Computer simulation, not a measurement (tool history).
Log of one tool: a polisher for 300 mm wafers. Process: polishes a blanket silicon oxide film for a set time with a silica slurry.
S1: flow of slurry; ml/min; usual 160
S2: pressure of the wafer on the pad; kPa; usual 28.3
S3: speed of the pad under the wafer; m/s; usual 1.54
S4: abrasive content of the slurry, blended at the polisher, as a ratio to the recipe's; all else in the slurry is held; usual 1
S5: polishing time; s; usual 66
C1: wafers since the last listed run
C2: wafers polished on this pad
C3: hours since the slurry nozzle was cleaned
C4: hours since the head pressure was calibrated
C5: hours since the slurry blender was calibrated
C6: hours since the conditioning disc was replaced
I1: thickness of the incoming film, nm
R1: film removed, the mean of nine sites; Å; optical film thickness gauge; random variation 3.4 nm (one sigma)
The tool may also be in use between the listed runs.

run,hour,S1,S2,S3,S4,S5,C1,C2,C3,C4,C5,C6,I1,R1
1,0,160,24.1,1.54,1,80,0,745,561.7,258.4,236.9,572.5,758.4,2583
# hour 32.2: conditioning disc replaced and pad reconditioned
2,59.5,160,24.1,1.54,1,80,326,1071,621.2,317.9,296.4,27.3,770,2667
# hour 91.9: slurry nozzle cleaned
3,116.5,160,24.1,1.54,1,80,318,1389,24.6,374.9,353.4,84.3,768.4,2647
4,167.2,135,28.3,1.54,1,66,288,1677,75.3,425.6,404.1,135,770.3,2340
# hour 193.4: slurry blender recalibrated
5,229.7,180,28.3,1.54,1,66,343,2021,137.8,488.1,36.3,197.5,763.6,2504
6,253.9,180,28.3,1.54,1,66,137,2159,162,512.3,60.5,221.7,771.7,2521
# hour 306.1: worn pad replaced by a new one
7,317.7,195,35.9,1.54,1,66,339,66,225.8,576.1,124.3,285.5,770.1,3144
8,479.7,160,22.8,1.26,1.25,88,920,986,387.8,738.1,286.3,447.5,757.1,2672
9,607.6,160,31,1.1,1,82,726,1712,515.7,866,414.2,575.4,773.9,2842
# hour 613.2: conditioning disc replaced and pad reconditioned
# hour 616.5: slurry nozzle cleaned
10,672.3,145,28.3,1.38,1,66,350,2063,55.8,930.7,478.9,59.1,770.3,2283
# hour 676.7: slurry blender recalibrated
11,699.6,135,21.4,1.54,1,66,143,2207,83.1,958,22.9,86.4,771.8,1928
# hour 724.7: worn pad replaced by a new one
# hour 756.7: head pressure recalibrated
12,761.7,145,28.3,1.38,1,66,318,199,145.2,5,85,148.5,763.5,2328
13,814.9,160,28.3,1.18,1,66,302,501,198.4,58.2,138.2,201.7,780.9,2172
14,852.6,160,28.3,1.54,1,83,214,715,236.1,95.9,175.9,239.4,753.9,3106
15,903.5,160,20,1.54,1.3,66,289,1004,287,146.8,226.8,290.3,774.5,1993
16,950.1,210,36.5,1.54,1.1,58,264,1269,333.6,193.4,273.4,336.9,779.2,2890
17,988.2,160,28.3,1.28,1.1,66,216,1485,371.7,231.5,311.5,375,772.5,2333

The next listed run, before its measurement:
18,1038.6,185,32.4,1.54,1.3,66,286,1772,422.1,281.9,361.9,425.4,771.7,?

R1: 3195 Å
Without the tool's hidden state the same run would have given R1 3195 Å.

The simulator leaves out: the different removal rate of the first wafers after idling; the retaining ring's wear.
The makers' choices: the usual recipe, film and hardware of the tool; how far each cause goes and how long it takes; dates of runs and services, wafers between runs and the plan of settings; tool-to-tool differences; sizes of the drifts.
